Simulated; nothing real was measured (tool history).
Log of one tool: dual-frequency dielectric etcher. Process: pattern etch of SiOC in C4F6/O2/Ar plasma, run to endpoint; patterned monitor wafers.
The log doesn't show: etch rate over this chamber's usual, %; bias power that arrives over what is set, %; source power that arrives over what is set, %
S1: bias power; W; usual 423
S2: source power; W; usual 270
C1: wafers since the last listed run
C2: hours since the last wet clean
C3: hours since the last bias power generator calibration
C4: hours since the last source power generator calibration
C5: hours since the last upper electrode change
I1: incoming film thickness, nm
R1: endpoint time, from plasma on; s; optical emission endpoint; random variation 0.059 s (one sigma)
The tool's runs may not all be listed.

run	hour	S1	S2	C1	C2	C3	C4	C5	I1	R1
1	0.0	423	270	0	572.5	1738.8	2325.8	4910.0	28.66	11.4
2	7.3	423	270	104	579.8	1746.1	2333.1	4917.3	28.95	11.5
3	24.0	423	270	238	596.5	1762.8	2349.8	4934.0	29.10	11.6
4	34.3	423	270	147	606.8	1773.1	2360.1	4944.3	28.85	11.5
5	47.6	382	270	190	620.1	1786.4	2373.4	4957.6	28.98	11.9
6	55.9	423	270	118	628.4	1794.7	2381.7	4965.9	28.82	11.5
7	71.1	423	270	217	643.6	1809.9	2396.9	4981.1	28.98	11.6
8	79.6	423	270	121	652.1	1818.4	2405.4	4989.6	28.86	11.5
# hour 86.3: bias power generator calibrated
9	88.2	423	270	65	660.7	1.9	2414.0	4998.2	29.20	11.7
10	100.9	423	270	181	673.4	14.6	2426.7	5010.9	28.56	11.4
11	111.5	423	270	151	684.0	25.2	2437.3	5021.5	28.55	11.4
# hour 139.4: wet clean of the chamber
12	139.9	423	270	62	0.5	53.6	2465.7	5049.9	28.82	12.8
13	140.2	423	290	4	0.8	53.9	2466.0	5050.2	28.69	12.2
14	149.0	459	330	125	9.6	62.7	2474.8	5059.0	28.80	11.1
15	156.2	364	270	102	16.8	69.9	2482.0	5066.2	28.92	13.4
16	171.8	423	270	222	32.4	85.5	2497.6	5081.8	28.70	12.8
# hour 204.8: wet clean of the chamber, repeated, since the last time left the tool worse
17	205.3	363	270	135	0.5	119.0	2531.1	5115.3	28.69	12.5
18	205.6	423	270	4	0.8	119.3	2531.4	5115.6	28.85	11.9
19	255.6	320	240	714	50.8	169.3	2581.4	5165.6	28.61	13.8
# hour 280.0: upper electrode replaced
20	280.5	321	320	12	75.7	194.2	2606.3	0.5	28.82	11.8
21	280.8	330	210	4	76.0	194.5	2606.6	0.8	28.79	15.1
22	285.8	395	230	71	81.0	199.5	2611.6	5.8	28.98	13.4
23	293.1	423	310	104	88.3	206.8	2618.9	13.1	28.84	11.0
# hour 307.1: source power generator calibrated
24	307.6	510	310	150	102.8	221.3	0.5	27.6	28.94	10.3
25	318.3	369	300	152	113.5	232.0	11.2	38.3	28.84	11.7
26	332.1	423	210	197	127.3	245.8	25.0	52.1	28.93	14.0
27	344.7	423	270	180	139.9	258.4	37.6	64.7	28.84	11.8
28	355.0	381	320	147	150.2	268.7	47.9	75.0	28.55	11.0
29	364.5	386	320	135	159.7	278.2	57.4	84.5	28.71	11.1
30	371.9	423	270	105	167.1	285.6	64.8	91.9	28.87	11.8
31	389.3	502	320	248	184.5	303.0	82.2	109.3	28.85	10.2
32	397.5	466	220	117	192.7	311.2	90.4	117.5	28.77	12.8
33	414.6	483	330	244	209.8	328.3	107.5	134.6	28.60	10.0
34	420.9	325	270	90	216.1	334.6	113.8	140.9	28.95	12.9

Forecast each of these 5 alternatives for the next run:
A	421.3	493	270	5	216.5	335.0	114.2	141.3	28.95	?
B	421.3	452	290	5	216.5	335.0	114.2	141.3	28.95	?
C	421.3	360	220	5	216.5	335.0	114.2	141.3	28.95	?
D	421.3	345	210	5	216.5	335.0	114.2	141.3	28.95	?
E	421.3	317	210	5	216.5	335.0	114.2	141.3	28.95	?

run	R1
A	11.1
B	11.0
C	14.1
D	14.7
E	15.1
Without the tool's hidden state the same runs would have given:
run	R1
A	11.3
B	11.1
C	14.2
D	14.9
E	15.3
